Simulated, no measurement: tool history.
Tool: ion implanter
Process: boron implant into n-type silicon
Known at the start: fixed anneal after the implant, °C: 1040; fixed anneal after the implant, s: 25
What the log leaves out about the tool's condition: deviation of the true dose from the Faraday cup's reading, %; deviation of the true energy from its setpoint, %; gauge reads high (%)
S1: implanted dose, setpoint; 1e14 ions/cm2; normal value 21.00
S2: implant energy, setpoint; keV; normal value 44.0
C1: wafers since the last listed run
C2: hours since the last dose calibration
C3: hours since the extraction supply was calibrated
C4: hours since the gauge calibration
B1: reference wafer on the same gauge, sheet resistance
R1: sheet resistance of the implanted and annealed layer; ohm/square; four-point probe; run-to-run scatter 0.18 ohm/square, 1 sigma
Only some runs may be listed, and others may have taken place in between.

run 1 day=0.000 | S1=21.00 S2=44.0 | C1=0 C2=302.7 C3=5205.8 C4=152.4 | B1=55.91 | R1=58.93
run 2 day=0.471 | S1=21.00 S2=44.0 | C1=275 C2=314.0 C3=5217.1 C4=163.7 | B1=55.82 | R1=59.34
run 3 day=0.883 | S1=21.00 S2=44.0 | C1=241 C2=323.9 C3=5227.0 C4=173.6 | B1=55.93 | R1=59.38
run 4 day=1.504 | S1=21.00 S2=44.0 | C1=362 C2=338.8 C3=5241.9 C4=188.5 | B1=55.82 | R1=59.08
run 5 day=1.821 | S1=21.00 S2=44.0 | C1=185 C2=346.4 C3=5249.5 C4=196.1 | B1=55.88 | R1=59.11
run 6 day=2.504 | S1=23.55 S2=44.0 | C1=399 C2=362.8 C3=5265.9 C4=212.5 | B1=55.92 | R1=54.09
-- day=3.042 gauge calibrated
run 7 day=3.225 | S1=22.87 S2=44.0 | C1=421 C2=380.1 C3=5283.2 C4=4.4 | B1=55.92 | R1=55.30
run 8 day=3.729 | S1=22.87 S2=44.0 | C1=294 C2=392.2 C3=5295.3 C4=16.5 | B1=55.92 | R1=54.88
run 9 day=4.242 | S1=22.87 S2=44.0 | C1=299 C2=404.5 C3=5307.6 C4=28.8 | B1=55.90 | R1=55.33
run 10 day=4.888 | S1=21.00 S2=44.0 | C1=377 C2=420.0 C3=5323.1 C4=44.3 | B1=55.92 | R1=59.31
run 11 day=5.296 | S1=16.52 S2=48.5 | C1=238 C2=429.8 C3=5332.9 C4=54.1 | B1=55.87 | R1=72.35
run 12 day=5.546 | S1=21.00 S2=52.5 | C1=146 C2=435.8 C3=5338.9 C4=60.1 | B1=55.94 | R1=58.57
-- day=5.883 extraction supply calibrated
run 13 day=6.067 | S1=21.00 S2=55.5 | C1=109 C2=448.3 C3=4.4 C4=72.6 | B1=55.92 | R1=58.26
run 14 day=6.400 | S1=18.70 S2=58.5 | C1=194 C2=456.3 C3=12.4 C4=80.6 | B1=55.88 | R1=64.54
-- day=7.017 Faraday cup replaced and dose calibrated
run 15 day=7.038 | S1=22.87 S2=44.0 | C1=177 C2=0.5 C3=27.7 C4=95.9 | B1=55.88 | R1=53.42
run 16 day=8.121 | S1=21.00 S2=44.0 | C1=633 C2=26.5 C3=53.7 C4=121.9 | B1=55.87 | R1=57.42
run 17 day=8.683 | S1=17.01 S2=35.5 | C1=328 C2=40.0 C3=67.2 C4=135.4 | B1=55.93 | R1=70.58
run 18 day=9.325 | S1=15.93 S2=44.0 | C1=375 C2=55.4 C3=82.6 C4=150.8 | B1=55.87 | R1=73.36
run 19 day=9.833 | S1=23.32 S2=35.0 | C1=297 C2=67.6 C3=94.8 C4=163.0 | B1=55.89 | R1=55.04

Exercise: give the hidden state of the tool at every run:
deviation of the true energy from its setpoint, %: 0 across all the runs
gauge reads high (%): 0 across all the runs
H1: deviation of the true dose from the Faraday cup's reading, %
run=1 H1=-3.98
run=2 H1=-4.04
run=3 H1=-4.08
run=4 H1=-4.14
run=5 H1=-4.17
run=6 H1=-4.23
run=7 H1=-4.29
run=8 H1=-4.33
run=9 H1=-4.36
run=10 H1=-4.4
run=11 H1=-4.43
run=12 H1=-4.44
run=13 H1=-4.47
run=14 H1=-4.49
run=15 H1=0.0198
run=16 H1=-0.626
run=17 H1=-0.925
run=18 H1=-1.24
run=19 H1=-1.47
